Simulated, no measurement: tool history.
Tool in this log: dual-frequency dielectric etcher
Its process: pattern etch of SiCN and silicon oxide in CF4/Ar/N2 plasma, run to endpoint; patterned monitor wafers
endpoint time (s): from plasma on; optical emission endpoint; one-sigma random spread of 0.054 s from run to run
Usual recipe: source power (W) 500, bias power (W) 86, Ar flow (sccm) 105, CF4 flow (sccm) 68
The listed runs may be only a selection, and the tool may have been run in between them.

run   hour  source power (W)  bias power (W)  Ar flow (sccm)  CF4 flow (sccm)  wafers since the last listed run  hours since the last wet clean  hours since the last source power generator calibration  hours since the last bias power generator calibration  hours since the last Ar flow controller change  hours since the last CF4 flow controller change  hours since the last upper electrode change  incoming incoming film thickness, nm  endpoint time (s)
  1      0               500              86             105               68                                 0                           536.8                                                   4950.2                                                   2986                                          3724.4                                           4693.9                                       4857.8                                 15.61               15.2
  2    7.1               500              86             105               68                               133                           543.9                                                   4957.3                                                 2993.1                                          3731.5                                             4701                                       4864.9                                 15.45               15.1
  3   17.2               500              86             105               68                               189                             554                                                   4967.4                                                 3003.2                                          3741.6                                           4711.1                                         4875                                 15.38               14.9
  4   31.2               500              86             105               68                               262                             568                                                   4981.4                                                 3017.2                                          3755.6                                           4725.1                                         4889                                 15.47               15.1
  5   37.2               500              86             105               68                               112                             574                                                   4987.4                                                 3023.2                                          3761.6                                           4731.1                                         4895                                 15.46                 15
  6   50.2               430              86             105               68                               243                             587                                                   5000.4                                                 3036.2                                          3774.6                                           4744.1                                         4908                                 15.53               16.9
      74.7  -- wet clean of the chamber
      90.4  -- upper electrode replaced
  7   90.9               430              86             105               68                                18                            16.2                                                   5041.1                                                 3076.9                                          3815.3                                           4784.8                                          0.5                                 15.51               17.9
  8   91.2               500             102             105               80                                 5                            16.5                                                   5041.4                                                 3077.2                                          3815.6                                           4785.1                                          0.8                                 15.39               14.2
  9   91.6               500             102             105               80                                 7                            16.9                                                   5041.8                                                 3077.6                                            3816                                           4785.5                                          1.2                                 15.44               14.3
 10   98.1               500              86             105               56                               121                            23.4                                                   5048.3                                                 3084.1                                          3822.5                                             4792                                          7.7                                  15.2                 16
     105.3  -- Ar flow controller replaced
     107.4  -- CF4 flow controller replaced
 11  114.3               500              86             105               56                               152                            39.6                                                   5064.5                                                 3100.3                                               9                                              6.9                                         23.9                                 15.26               16.1
     131.6  -- source power generator calibrated
 12  132.1               450              86             130               78                               258                            57.4                                                      0.5                                                 3118.1                                            26.8                                             24.7                                         41.7                                 15.45               17.6
 13    135               440             102             105               58                                54                            60.3                                                      3.4                                                   3121                                            29.7                                             27.6                                         44.6                                 15.25                 16
 14  147.5               500              77             105               82                               234                            72.8                                                     15.9                                                 3133.5                                            42.2                                             40.1                                         57.1                                 15.45               16.3
       154  -- bias power generator calibrated
 15  158.9               500              86             105               68                               138                            84.2                                                     27.3                                                    4.9                                            53.6                                             51.5                                         68.5                                 15.41               15.7
 16    170               500              86             105               68                               208                            95.3                                                     38.4                                                     16                                            64.7                                             62.6                                         79.6                                  15.4               15.7
 17  177.1               430              67              90               68                               133                           102.4                                                     45.5                                                   23.1                                            71.8                                             69.7                                         86.7                                 15.55               19.4
 18  189.1               470             102             128               80                               225                           114.4                                                     57.5                                                   35.1                                            83.8                                             81.7                                         98.7                                 15.49               15.5
 19  196.5               500              77             105               82                               138                           121.8                                                     64.9                                                   42.5                                            91.2                                             89.1                                        106.1                                 15.35               16.1
 20  202.6               500              86             105               68                               114                           127.9                                                       71                                                   48.6                                            97.3                                             95.2                                        112.2                                 15.33               15.6
 21  214.9               550              86             105               68                               230                           140.2                                                     83.3                                                   60.9                                           109.6                                            107.5                                        124.5                                 15.39               14.6

Estimate the outcome of run 22 from the log above:
 22  225.5               560              86             120               68                               198                           150.8                                                     93.9                                                   71.5                                           120.2                                            118.1                                        135.1                                 15.53                  ?

Logged for run 22: endpoint time (s) 15.
Were there no unlogged condition in the tool, this run, its random variation unchanged, would have produced endpoint time (s) 15.
